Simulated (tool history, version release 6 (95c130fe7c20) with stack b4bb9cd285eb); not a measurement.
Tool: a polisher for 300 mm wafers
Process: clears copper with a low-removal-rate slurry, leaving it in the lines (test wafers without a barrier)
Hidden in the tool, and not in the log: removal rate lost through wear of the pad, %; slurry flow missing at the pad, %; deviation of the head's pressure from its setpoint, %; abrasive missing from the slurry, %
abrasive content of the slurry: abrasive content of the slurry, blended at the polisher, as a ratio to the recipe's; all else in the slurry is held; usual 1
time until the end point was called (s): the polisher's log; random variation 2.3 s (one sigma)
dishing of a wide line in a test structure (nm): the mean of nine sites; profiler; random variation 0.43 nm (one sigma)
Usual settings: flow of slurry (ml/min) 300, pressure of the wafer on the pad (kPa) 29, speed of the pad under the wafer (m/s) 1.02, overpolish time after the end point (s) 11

run   hour  flow of slurry (ml/min)  pressure of the wafer on the pad (kPa)  speed of the pad under the wafer (m/s)  abrasive content of the slurry  overpolish time after the end point (s)  wafers since the last listed run  wafers polished on this pad  hours since the slurry nozzle was cleaned  hours since the head pressure was calibrated  hours since the slurry blender was calibrated  incoming thickness of the incoming film, nm  time until the end point was called (s)  dishing of a wide line in a test structure (nm)
  1      0                      300                                      29                                    1.02                             1.1                                       11                                 0                          841                                      445.5                                        1252.2                                           79.4                                        647.9                                    152.7                                             33.1
      52.1  -- worn pad replaced by a new one
  2   65.9                      300                                      29                                    1.02                               1                                       11                               464                          103                                      511.4                                        1318.1                                          145.3                                        669.9                                    159.9                                             32.8
      80.4  -- slurry blender recalibrated
  3  113.2                      300                                      29                                    1.02                               1                                       11                               340                          443                                      558.7                                        1365.4                                           32.8                                        662.4                                    151.6                                             33.4
  4  176.9                      300                                      29                                    1.02                               1                                       11                               478                          922                                      622.4                                        1429.1                                           96.5                                          670                                    160.3                                             31.8
     236.5  -- worn pad replaced by a new one
     239.5  -- slurry blender recalibrated
  5  247.8                      300                                      29                                    1.02                               1                                       11                               487                           69                                      693.3                                          1500                                            8.3                                        662.4                                    150.5                                               33
     304.5  -- slurry nozzle cleaned
  6  316.9                      300                                      29                                    1.02                               1                                       11                               511                          580                                       12.4                                        1569.1                                           77.4                                        662.2                                    154.5                                             32.4
     358.6  -- head pressure recalibrated
  7  387.3                      300                                      29                                    1.02                               1                                       11                               513                         1094                                       82.8                                          28.7                                          147.8                                        659.1                                    165.5                                             30.8
     399.9  -- worn pad replaced by a new one
     428.7  -- slurry blender recalibrated
  8  446.3                      300                                      29                                    1.02                               1                                       11                               397                          333                                      141.8                                          87.7                                           17.6                                        666.8                                    148.7                                             33.5
  9  513.5                      245                                    37.9                                    0.76                               1                                        5                               504                          837                                        209                                         154.9                                           84.8                                        662.3                                    159.7                                             15.8
     587.1  -- worn pad replaced by a new one
     619.9  -- slurry blender recalibrated
 10  633.5                      300                                      29                                    1.02                               1                                        7                               855                          333                                        329                                         274.9                                           13.6                                        655.8                                      149                                             22.1
 11    691                      300                                      29                                    1.02                            1.25                                       11                               431                          765                                      386.5                                         332.4                                           71.1                                        661.7                                    143.6                                             34.2
 12  740.2                      300                                      29                                    1.02                               1                                       11                               369                         1134                                      435.7                                         381.6                                          120.3                                        654.4                                    157.2                                             30.9
     746.7  -- worn pad replaced by a new one
 13  772.8                      270                                      29                                    1.24                               1                                       11                               214                          196                                      468.3                                         414.2                                          152.9                                        666.4                                    134.7                                             37.6
     779.6  -- slurry blender recalibrated
 14  828.3                      300                                      29                                    1.02                               1                                       11                               401                          597                                      523.8                                         469.7                                           48.7                                        648.8                                      150                                             32.1
 15  898.3                      300                                      29                                    0.84                               1                                       11                               525                         1123                                      593.8                                         539.7                                          118.7                                        662.7                                    196.8                                             25.9
 16  933.7                      300                                      29                                    1.02                               1                                       11                               265                         1389                                      629.2                                         575.1                                          154.1                                        659.2                                    167.5                                             29.5

4 ways to go on from here, each from the tool as it stands after run 16. What would each give?
  A  934.2                      300                                      29                                    1.02                               1                                        5                                 3                         1392                                      629.7                                         575.6                                          154.6                                        660.4                                        ?                                                ?
  B  934.2                      300                                    37.9                                    1.02                             0.9                                       11                                 3                         1392                                      629.7                                         575.6                                          154.6                                        660.4                                        ?                                                ?
  C  934.2                      300                                      29                                    1.02                               1                                       17                                 3                         1392                                      629.7                                         575.6                                          154.6                                        660.4                                        ?                                                ?
  D  934.2                      250                                      29                                    0.68                               1                                        5                                 3                         1392                                      629.7                                         575.6                                          154.6                                        660.4                                        ?                                                ?

run  time until the end point was called (s)  dishing of a wide line in a test structure (nm)
  A                                    168.5                                             14.6
  B                                    131.4                                             36.8
  C                                    168.5                                             42.3
  D                                    249.1                                             10.1
Without the tool's hidden state the same runs would have given:
run  time until the end point was called (s)  dishing of a wide line in a test structure (nm)
  A                                    148.5                                             16.4
  B                                    115.9                                             40.7
  C                                    148.5                                             46.6
  D                                    219.6                                             11.4
